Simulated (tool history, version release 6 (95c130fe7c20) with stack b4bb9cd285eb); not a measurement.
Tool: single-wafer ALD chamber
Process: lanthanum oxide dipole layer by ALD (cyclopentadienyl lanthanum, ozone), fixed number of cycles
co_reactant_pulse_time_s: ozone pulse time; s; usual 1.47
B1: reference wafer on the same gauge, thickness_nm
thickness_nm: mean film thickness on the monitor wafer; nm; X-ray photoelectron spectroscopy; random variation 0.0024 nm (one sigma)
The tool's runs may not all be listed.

Run 1, day 0.000: usual settings; B1 0.452. Result: thickness_nm 0.552 nm.
Run 2, day 1.100: usual settings; B1 0.453. Result: thickness_nm 0.556 nm.
Run 3, day 4.692: usual settings; B1 0.452. Result: thickness_nm 0.552 nm.
Run 4, day 6.054: usual settings but co_reactant_pulse_time_s 1.81 s; B1 0.452. Result: thickness_nm 0.569 nm.
Run 5, day 7.433: usual settings; B1 0.452. Result: thickness_nm 0.552 nm.
Run 6, day 15.079: usual settings; B1 0.452. Result: thickness_nm 0.549 nm.
Run 7, day 16.679: usual settings but co_reactant_pulse_time_s 1.00 s; B1 0.452. Result: thickness_nm 0.496 nm.
Run 8, day 17.742: usual settings but co_reactant_pulse_time_s 1.00 s; B1 0.452. Result: thickness_nm 0.500 nm.
Run 9, day 20.538: usual settings but co_reactant_pulse_time_s 1.00 s; B1 0.452. Result: thickness_nm 0.496 nm.
Run 10, day 21.638: usual settings but co_reactant_pulse_time_s 1.27 s; B1 0.452. Result: thickness_nm 0.538 nm.
Run 11, day 23.654: usual settings but co_reactant_pulse_time_s 1.27 s; B1 0.452. Result: thickness_nm 0.537 nm.
Run 12, day 26.025: usual settings but co_reactant_pulse_time_s 1.27 s; B1 0.452. Result: thickness_nm 0.527 nm.
Run 13, day 28.067: usual settings; B1 0.452. Result: thickness_nm 0.548 nm.
At day 28.975: showerhead replaced.
Run 14, day 29.900: usual settings; B1 0.452. Result: thickness_nm 0.548 nm.
Run 15, day 31.379: usual settings; B1 0.452. Result: thickness_nm 0.545 nm.
Run 16, day 33.875: usual settings; B1 0.452. Result: thickness_nm 0.547 nm.
Run 17, day 35.175: usual settings but co_reactant_pulse_time_s 1.17 s; B1 0.451. Result: thickness_nm 0.510 nm.
Run 18, day 36.333: usual settings; B1 0.452. Result: thickness_nm 0.542 nm.
Run 19, day 38.483: usual settings but co_reactant_pulse_time_s 2.05 s; B1 0.453. Result: thickness_nm 0.565 nm.
Run 20, day 40.829: usual settings; B1 0.452. Result: thickness_nm 0.538 nm.
Run 21, day 42.300: usual settings but co_reactant_pulse_time_s 1.32 s; B1 0.452. Result: thickness_nm 0.528 nm.
Run 22, day 43.308: usual settings; B1 0.453. Result: thickness_nm 0.542 nm.
Run 23, day 50.975: usual settings but co_reactant_pulse_time_s 1.03 s; B1 0.452. Result: thickness_nm 0.476 nm.
Run 24, day 53.171: usual settings but co_reactant_pulse_time_s 1.82 s; B1 0.452. Result: thickness_nm 0.561 nm.
Run 25, day 54.892: usual settings; B1 0.452. Result: thickness_nm 0.533 nm.
Run 26, day 57.717: usual settings but co_reactant_pulse_time_s 1.69 s; B1 0.452. Result: thickness_nm 0.548 nm.
At day 59.062: thermocouple changed; heater temperature recalibrated.
Run 27, day 59.750: usual settings; B1 0.452. Result: thickness_nm 0.526 nm.
Run 28, day 61.350: usual settings but co_reactant_pulse_time_s 1.89 s; B1 0.452. Result: thickness_nm 0.559 nm.
At day 64.171: gauge calibrated.
At day 66.983: ozone generator serviced.
Run 29, day 68.346: usual settings; B1 0.452. Result: thickness_nm 0.554 nm.
Run 30, day 70.612: usual settings but co_reactant_pulse_time_s 2.04 s; B1 0.452. Result: thickness_nm 0.581 nm.
Run 31, day 72.992: usual settings but co_reactant_pulse_time_s 1.22 s; B1 0.452. Result: thickness_nm 0.530 nm.
Run 32, day 80.583: usual settings but co_reactant_pulse_time_s 1.95 s; B1 0.452. Result: thickness_nm 0.573 nm.
Run 33, day 82.954: usual settings but co_reactant_pulse_time_s 1.30 s; B1 0.452. Result: thickness_nm 0.537 nm.
Run 34, day 85.838: usual settings but co_reactant_pulse_time_s 1.29 s; B1 0.452. Result: thickness_nm 0.541 nm.

The same runs without the tool's hidden state, with the same run-to-run variation:
The hidden state here: wafer temperature above the value expected at the setpoint (K); ozone dose above that of a generator just serviced (%); gauge reads high (%).
run  thickness_nm
  1         0.554
  2         0.559
  3         0.555
  4         0.571
  5         0.555
  6         0.554
  7         0.504
  8         0.509
  9         0.506
 10         0.546
 11         0.546
 12         0.537
 13         0.556
 14         0.556
 15         0.554
 16         0.557
 17         0.526
 18         0.554
 19         0.571
 20         0.552
 21         0.545
 22         0.557
 23         0.508
 24         0.575
 25         0.556
 26         0.567
 27         0.553
 28         0.576
 29         0.556
 30         0.582
 31         0.533
 32         0.575
 33         0.541
 34         0.546
